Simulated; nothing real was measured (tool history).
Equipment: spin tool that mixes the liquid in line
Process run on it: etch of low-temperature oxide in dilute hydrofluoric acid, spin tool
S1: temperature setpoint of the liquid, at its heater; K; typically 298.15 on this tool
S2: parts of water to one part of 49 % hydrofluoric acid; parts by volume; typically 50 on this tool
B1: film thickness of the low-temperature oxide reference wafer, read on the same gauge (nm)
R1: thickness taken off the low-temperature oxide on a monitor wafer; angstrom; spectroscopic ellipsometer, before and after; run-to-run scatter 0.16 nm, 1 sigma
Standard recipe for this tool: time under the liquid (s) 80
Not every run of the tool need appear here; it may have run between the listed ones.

run 1 day=0.000 | S1=298.15 S2=50 time_under_the_liquid_(s)=80 | B1=30.01 | R1=180.7
run 2 day=3.154 | S1=298.15 S2=30 time_under_the_liquid_(s)=80 | B1=30.00 | R1=313.2
run 3 day=7.154 | S1=298.15 S2=30 time_under_the_liquid_(s)=80 | B1=29.99 | R1=309.2
run 4 day=10.012 | S1=298.15 S2=50 time_under_the_liquid_(s)=80 | B1=29.99 | R1=181.9
run 5 day=12.375 | S1=298.15 S2=50 time_under_the_liquid_(s)=80 | B1=30.02 | R1=180.4
run 6 day=15.092 | S1=298.15 S2=50 time_under_the_liquid_(s)=80 | B1=29.99 | R1=182.2
-- day=20.738 thermometer replaced
run 7 day=25.492 | S1=298.15 S2=60 time_under_the_liquid_(s)=55 | B1=29.99 | R1=104.7
run 8 day=28.142 | S1=298.15 S2=50 time_under_the_liquid_(s)=80 | B1=29.98 | R1=184.4
run 9 day=32.588 | S1=293.65 S2=50 time_under_the_liquid_(s)=80 | B1=29.98 | R1=152.6
run 10 day=34.746 | S1=294.65 S2=70 time_under_the_liquid_(s)=60 | B1=30.00 | R1=83.1
run 11 day=37.133 | S1=298.15 S2=70 time_under_the_liquid_(s)=60 | B1=30.02 | R1=95.2
run 12 day=40.283 | S1=298.15 S2=50 time_under_the_liquid_(s)=45 | B1=30.00 | R1=103.8
run 13 day=42.621 | S1=298.15 S2=50 time_under_the_liquid_(s)=105 | B1=30.03 | R1=242.4
run 14 day=45.062 | S1=294.65 S2=75 time_under_the_liquid_(s)=95 | B1=30.00 | R1=122.1
-- day=49.204 gauge calibrated
run 15 day=49.325 | S1=298.15 S2=40 time_under_the_liquid_(s)=110 | B1=29.98 | R1=318.5
-- day=51.088 hydrofluoric acid flow meter replaced
run 16 day=52.854 | S1=298.15 S2=50 time_under_the_liquid_(s)=50 | B1=29.98 | R1=113.8
run 17 day=56.683 | S1=298.15 S2=50 time_under_the_liquid_(s)=130 | B1=29.97 | R1=298.9
run 18 day=58.808 | S1=300.15 S2=50 time_under_the_liquid_(s)=100 | B1=29.98 | R1=248.1
run 19 day=63.071 | S1=300.65 S2=75 time_under_the_liquid_(s)=45 | B1=29.99 | R1=72.9
run 20 day=66.117 | S1=296.65 S2=40 time_under_the_liquid_(s)=40 | B1=29.98 | R1=108.8
run 21 day=68.375 | S1=298.15 S2=50 time_under_the_liquid_(s)=30 | B1=30.03 | R1=69.6
run 22 day=71.325 | S1=301.65 S2=75 time_under_the_liquid_(s)=80 | B1=30.00 | R1=136.8
run 23 day=72.871 | S1=298.15 S2=50 time_under_the_liquid_(s)=80 | B1=29.98 | R1=182.8
run 24 day=77.146 | S1=298.15 S2=50 time_under_the_liquid_(s)=80 | B1=30.00 | R1=184.7
run 25 day=81.229 | S1=302.65 S2=50 time_under_the_liquid_(s)=80 | B1=30.00 | R1=223.7
run 26 day=83.875 | S1=303.15 S2=65 time_under_the_liquid_(s)=45 | B1=29.99 | R1=97.1
run 27 day=85.396 | S1=300.15 S2=50 time_under_the_liquid_(s)=95 | B1=30.01 | R1=238.2
run 28 day=88.696 | S1=298.15 S2=50 time_under_the_liquid_(s)=80 | B1=30.00 | R1=184.1
run 29 day=92.708 | S1=298.15 S2=50 time_under_the_liquid_(s)=80 | B1=29.98 | R1=184.7

The next listed run, before its measurement:
run 30 day=96.496 | S1=296.65 S2=70 time_under_the_liquid_(s)=80 | B1=? | R1=?

B1: 30.01
R1: 120.4 angstrom
With no hidden state in the tool, this same run would have given R1 120.4 angstrom.
